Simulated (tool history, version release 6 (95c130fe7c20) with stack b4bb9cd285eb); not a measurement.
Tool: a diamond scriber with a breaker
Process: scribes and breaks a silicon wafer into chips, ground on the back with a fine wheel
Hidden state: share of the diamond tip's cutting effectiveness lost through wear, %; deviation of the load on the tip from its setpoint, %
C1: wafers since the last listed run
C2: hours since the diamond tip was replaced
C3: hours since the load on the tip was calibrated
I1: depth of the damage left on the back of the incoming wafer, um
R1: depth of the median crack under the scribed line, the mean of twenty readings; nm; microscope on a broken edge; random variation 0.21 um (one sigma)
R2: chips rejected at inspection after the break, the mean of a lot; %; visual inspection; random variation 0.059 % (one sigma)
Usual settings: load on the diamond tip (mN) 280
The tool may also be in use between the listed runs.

run 1 hour=0 | load_on_the_diamond_tip_(mN)=217 | C1=0 C2=384.6 C3=2001.5 | I1=2.86 | R1=12540 R2=2.55
run 2 hour=70 | load_on_the_diamond_tip_(mN)=217 | C1=158 C2=454.6 C3=2071.5 | I1=2.52 | R1=12380 R2=2.21
run 3 hour=128.3 | load_on_the_diamond_tip_(mN)=280 | C1=131 C2=512.9 C3=2129.8 | I1=1.92 | R1=15100 R2=2.71
-- hour=225.5 load on the tip recalibrated
run 4 hour=228.2 | load_on_the_diamond_tip_(mN)=280 | C1=221 C2=612.8 C3=2.7 | I1=2.29 | R1=13230 R2=1.14
run 5 hour=293 | load_on_the_diamond_tip_(mN)=339 | C1=146 C2=677.6 C3=67.5 | I1=1.87 | R1=15370 R2=2.48
run 6 hour=338.1 | load_on_the_diamond_tip_(mN)=280 | C1=102 C2=722.7 C3=112.6 | I1=2.63 | R1=13490 R2=1.48
run 7 hour=376.8 | load_on_the_diamond_tip_(mN)=280 | C1=87 C2=761.4 C3=151.3 | I1=2.84 | R1=13600 R2=1.68
run 8 hour=478.4 | load_on_the_diamond_tip_(mN)=280 | C1=229 C2=863 C3=252.9 | I1=2.36 | R1=13590 R2=1.13
run 9 hour=534 | load_on_the_diamond_tip_(mN)=280 | C1=125 C2=918.6 C3=308.5 | I1=2.55 | R1=13290 R2=1.42
-- hour=606.6 diamond tip replaced by a new one
run 10 hour=607.1 | load_on_the_diamond_tip_(mN)=221 | C1=160 C2=0.5 C3=381.6 | I1=2.02 | R1=11620 R2=4.45
run 11 hour=712.9 | load_on_the_diamond_tip_(mN)=280 | C1=239 C2=106.3 C3=487.4 | I1=2.42 | R1=13390 R2=1.25
run 12 hour=768.9 | load_on_the_diamond_tip_(mN)=280 | C1=126 C2=162.3 C3=543.4 | I1=2.27 | R1=13650 R2=1.04
run 13 hour=863.2 | load_on_the_diamond_tip_(mN)=280 | C1=213 C2=256.6 C3=637.7 | I1=1.79 | R1=13690 R2=0.88
run 14 hour=944.4 | load_on_the_diamond_tip_(mN)=280 | C1=183 C2=337.8 C3=718.9 | I1=1.57 | R1=13650 R2=0.78
run 15 hour=1018.7 | load_on_the_diamond_tip_(mN)=280 | C1=168 C2=412.1 C3=793.2 | I1=1.91 | R1=13580 R2=0.88
run 16 hour=1119.9 | load_on_the_diamond_tip_(mN)=251 | C1=228 C2=513.3 C3=894.4 | I1=2.08 | R1=12640 R2=1.58
run 17 hour=1208.9 | load_on_the_diamond_tip_(mN)=280 | C1=201 C2=602.3 C3=983.4 | I1=2.87 | R1=14090 R2=1.49
run 18 hour=1279.4 | load_on_the_diamond_tip_(mN)=280 | C1=159 C2=672.8 C3=1053.9 | I1=1.83 | R1=13840 R2=0.9
run 19 hour=1563.9 | load_on_the_diamond_tip_(mN)=216 | C1=643 C2=957.3 C3=1338.4 | I1=2.12 | R1=11740 R2=3.97
-- hour=1607 diamond tip replaced by a new one
run 20 hour=1646.3 | load_on_the_diamond_tip_(mN)=201 | C1=181 C2=39.3 C3=1420.8 | I1=1.79 | R1=11190 R2=5.48
run 21 hour=1731.6 | load_on_the_diamond_tip_(mN)=280 | C1=192 C2=124.6 C3=1506.1 | I1=2.15 | R1=14250 R2=1.32
run 22 hour=1799.1 | load_on_the_diamond_tip_(mN)=200 | C1=152 C2=192.1 C3=1573.6 | I1=2.14 | R1=11030 R2=5.84
run 23 hour=1880.2 | load_on_the_diamond_tip_(mN)=359 | C1=183 C2=273.2 C3=1654.7 | I1=1.57 | R1=17190 R2=6.75
run 24 hour=1946.6 | load_on_the_diamond_tip_(mN)=357 | C1=150 C2=339.6 C3=1721.1 | I1=2.2 | R1=17050 R2=7.34

Forecast run 25:
run 25 hour=2048.5 | load_on_the_diamond_tip_(mN)=306 | C1=230 C2=441.5 C3=1823 | I1=2.75 | R1=? R2=?

Run 25 gave R1 15140 nm, R2 3.55 %.
Without the tool's hidden state the same run would have given R1 14000 nm, R2 1.87 %.
